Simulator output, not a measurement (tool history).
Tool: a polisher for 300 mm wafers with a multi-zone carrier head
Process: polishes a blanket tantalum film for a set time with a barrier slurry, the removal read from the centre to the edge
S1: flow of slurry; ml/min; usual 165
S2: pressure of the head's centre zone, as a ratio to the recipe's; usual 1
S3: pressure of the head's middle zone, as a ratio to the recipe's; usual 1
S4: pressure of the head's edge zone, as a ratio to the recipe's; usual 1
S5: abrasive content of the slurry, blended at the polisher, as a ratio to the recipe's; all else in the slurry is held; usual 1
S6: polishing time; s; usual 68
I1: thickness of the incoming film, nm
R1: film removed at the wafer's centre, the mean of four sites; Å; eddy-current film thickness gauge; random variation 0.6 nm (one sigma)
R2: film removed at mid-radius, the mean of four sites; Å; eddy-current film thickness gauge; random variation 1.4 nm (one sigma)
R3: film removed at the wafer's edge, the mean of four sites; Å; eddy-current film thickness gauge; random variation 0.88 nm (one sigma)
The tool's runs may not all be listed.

run,hour,S1,S2,S3,S4,S5,S6,I1,R1,R2,R3
1,0,165,1,1,1,1,68,476.6,950,973,957
2,24.8,190,1,1,0.96,0.7,85,469,1073,1046,1033
# hour 29.1: worn pad replaced by a new one
# hour 70.8: slurry nozzle cleaned
3,88.7,165,1,0.97,1,1,68,475.7,971,985,978
4,158.1,165,1.05,1.04,1,1,68,471.8,1017,1027,959
5,284.8,135,1,1,1,1,68,470.7,920,932,917
# hour 325.1: carrier head's membrane replaced by a new one
# hour 329.9: edge zone pressure recalibrated
6,341.2,165,1,1,1,1,68,461.3,962,973,955
# hour 384.5: centre zone pressure recalibrated
7,385,165,1,1,1,1,68,470.7,946,986,939
# hour 447.1: worn pad replaced by a new one
8,451.2,165,1.09,1,0.88,1,68,472.9,1052,976,915
9,505.3,165,1,1,1.12,1.3,68,471.1,1051,1067,1115
10,564.5,165,1.06,1,1,1,68,463.6,1028,986,977
# hour 573.9: slurry nozzle cleaned
11,622.4,145,1,0.95,1.07,1,68,465.1,946,887,996
12,667.7,180,1,1,1,1,68,475.3,980,989,978
13,709.3,210,1,1,1,1,68,473.1,1017,1018,995
# hour 725.3: edge zone pressure recalibrated
14,756.3,210,0.96,1,1.06,1.15,68,460.6,1007,1055,1064
15,786.8,165,1,1,1.07,1,68,470.8,964,968,984
16,814.6,165,1,1,1.12,1,68,474.9,956,961,1002
# hour 832: worn pad replaced by a new one
17,869.9,165,1,1,1,0.9,92,468,1275,1277,1274
18,901.9,165,1.1,0.9,0.96,1.15,68,467.4,1104,924,992
19,936.6,145,1,1.07,0.9,1,68,473.4,942,1035,910
20,968.7,165,1.06,0.93,1.04,1,68,474.5,1038,932,979
# hour 981: slurry nozzle cleaned
21,1007.6,195,0.89,1,1,1,68,462.7,910,999,982
22,1067.1,125,1.1,1,0.91,1,91,472.8,1319,1202,1181

Forecast each of these 3 alternatives for the next run:
A,1067.5,165,1.04,1,1,1,68,470.4,?,?,?
B,1067.5,185,1,1.07,1,0.9,79,470.4,?,?,?
C,1067.5,165,1,1,1,1.1,68,470.4,?,?,?

run,R1,R2,R3
A,1008,999,967
B,1118,1211,1099
C,1003,1029,995
Without the tool's hidden state the same runs would have given:
run,R1,R2,R3
A,1020,1012,979
B,1131,1226,1113
C,1015,1042,1008

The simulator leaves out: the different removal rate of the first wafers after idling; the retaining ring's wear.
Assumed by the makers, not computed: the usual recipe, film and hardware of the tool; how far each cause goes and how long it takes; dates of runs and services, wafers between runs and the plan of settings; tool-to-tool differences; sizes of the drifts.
